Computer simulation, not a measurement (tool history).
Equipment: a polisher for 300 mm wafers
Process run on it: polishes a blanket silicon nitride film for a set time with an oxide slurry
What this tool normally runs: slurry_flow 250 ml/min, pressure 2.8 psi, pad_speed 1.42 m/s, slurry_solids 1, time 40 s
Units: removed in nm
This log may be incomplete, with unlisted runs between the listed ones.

run	day	slurry_flow	pressure	pad_speed	slurry_solids	time	wafers since the last listed run	wafers polished on this pad	hours since the slurry nozzle was cleaned	hours since the head pressure was calibrated	hours since the slurry blender was calibrated	hours since the conditioning disc was replaced	incoming thickness of the incoming film, nm	removed
1	0	250	2.8	1.42	0.9	44	0	3731	621.1	1392.3	62	431.6	301.4	25
# day 0.279: conditioning disc replaced and pad reconditioned
# day 2.85: head pressure recalibrated
2	4.179	250	2.8	1.42	0.9	44	1282	5013	721.4	31.9	162.3	93.6	301.1	24.1
# day 4.971: worn pad replaced by a new one
# day 5.521: slurry nozzle cleaned
3	6.45	250	2.8	1.42	0.9	44	659	458	22.3	86.4	216.8	148.1	297.8	23.6
4	8.846	280	2.8	1.26	1	40	765	1224	79.8	143.9	274.3	205.6	296	21.8
5	11.775	250	2.8	1.42	1	40	935	2160	150.1	214.2	344.6	275.9	297.6	22.4
6	16.083	250	2.8	1.42	1	40	1376	3536	253.5	317.6	448	379.3	304.4	21
# day 17.296: slurry blender recalibrated
# day 18.146: conditioning disc replaced and pad reconditioned
7	18.317	250	2.8	1.42	1	40	660	4197	307.1	371.2	24.5	4.1	304.5	24.3
8	22.029	250	2.1	1.42	1	40	1186	5383	396.2	460.3	113.6	93.2	301.3	17.6
# day 23.008: worn pad replaced by a new one
9	23.979	250	2.1	1.42	1	40	569	310	443	507.1	160.4	140	298	17.6
10	26.021	250	2.1	1.42	1	40	652	963	492	556.1	209.4	189	306.1	17
11	30.258	185	2.4	1.42	1	53	1354	2317	593.7	657.8	311.1	290.7	293.7	23.9
# day 33.267: slurry blender recalibrated
12	34.171	250	2.8	1.42	1	40	1223	3540	687.6	751.7	21.7	384.6	295	23.6
13	35.708	250	2.8	1.42	0.75	40	491	4031	724.5	788.6	58.6	421.5	302.9	20.1
# day 38.071: conditioning disc replaced and pad reconditioned
# day 38.867: slurry nozzle cleaned
# day 40.3: worn pad replaced by a new one, of another model than before
14	42.804	250	2.8	1.68	1.15	48	2174	800	94.5	958.9	228.9	113.6	298.5	33
15	47.25	190	2.8	1.42	1	40	1420	2221	201.2	1065.6	335.6	220.3	304.7	21.5
16	49.467	175	3.6	1.58	1	40	708	2929	254.4	1118.8	388.8	273.5	296.7	27.5
# day 51.754: head pressure recalibrated
# day 53.021: slurry blender recalibrated
17	53.646	320	2.8	1.42	1	52	1282	4211	354.7	45.4	15	373.8	301.7	31.5
18	56.412	250	2.8	1.42	1	40	884	5095	421.1	111.8	81.4	440.2	299.6	23.9
# day 57.25: conditioning disc replaced and pad reconditioned
# day 57.825: worn pad replaced by a new one
19	58.904	250	2.8	1.42	1	40	716	344	480.9	171.6	141.2	39.7	296.7	23.4
20	62.979	250	2.8	1.24	1	53	1302	1646	578.7	269.4	239	137.5	305.6	27.2
# day 64.929: slurry nozzle cleaned
21	67.467	205	2.8	1.42	1	40	1420	3067	60.9	377.1	346.7	245.2	302.8	21.9
22	69.879	220	2.8	1.22	1.25	40	770	3838	118.8	435	404.6	303.1	296.3	21.1
# day 72.142: slurry blender recalibrated
23	72.512	250	2.8	1.42	1	40	814	4652	182	498.2	8.9	366.3	300.9	24.4
# day 74.725: conditioning disc replaced and pad reconditioned
24	75.862	250	2.8	1.42	1	40	1043	5696	262.4	578.6	89.3	27.3	304.5	23.2

Below are 5 alternative next runs, each starting from the tool's condition after run 24. Predict each:
A	75.879	250	2.8	1.42	1	40	5	5701	262.8	579	89.7	27.7	304.1	?
B	75.879	250	2.8	1.26	1	40	5	5701	262.8	579	89.7	27.7	304.1	?
C	75.879	250	2.8	1.06	1	40	5	5701	262.8	579	89.7	27.7	304.1	?
D	75.879	250	2.8	1.56	0.8	33	5	5701	262.8	579	89.7	27.7	304.1	?
E	75.879	250	2.4	1.8	1.1	27	5	5701	262.8	579	89.7	27.7	304.1	?

run	removed
A	23.3
B	21.2
C	18.5
D	18.4
E	17.7
The same runs, with their run-to-run variation unchanged, on a tool lacking any hidden condition would have given:
run	removed
A	24.1
B	21.9
C	19.1
D	19.1
E	18.3
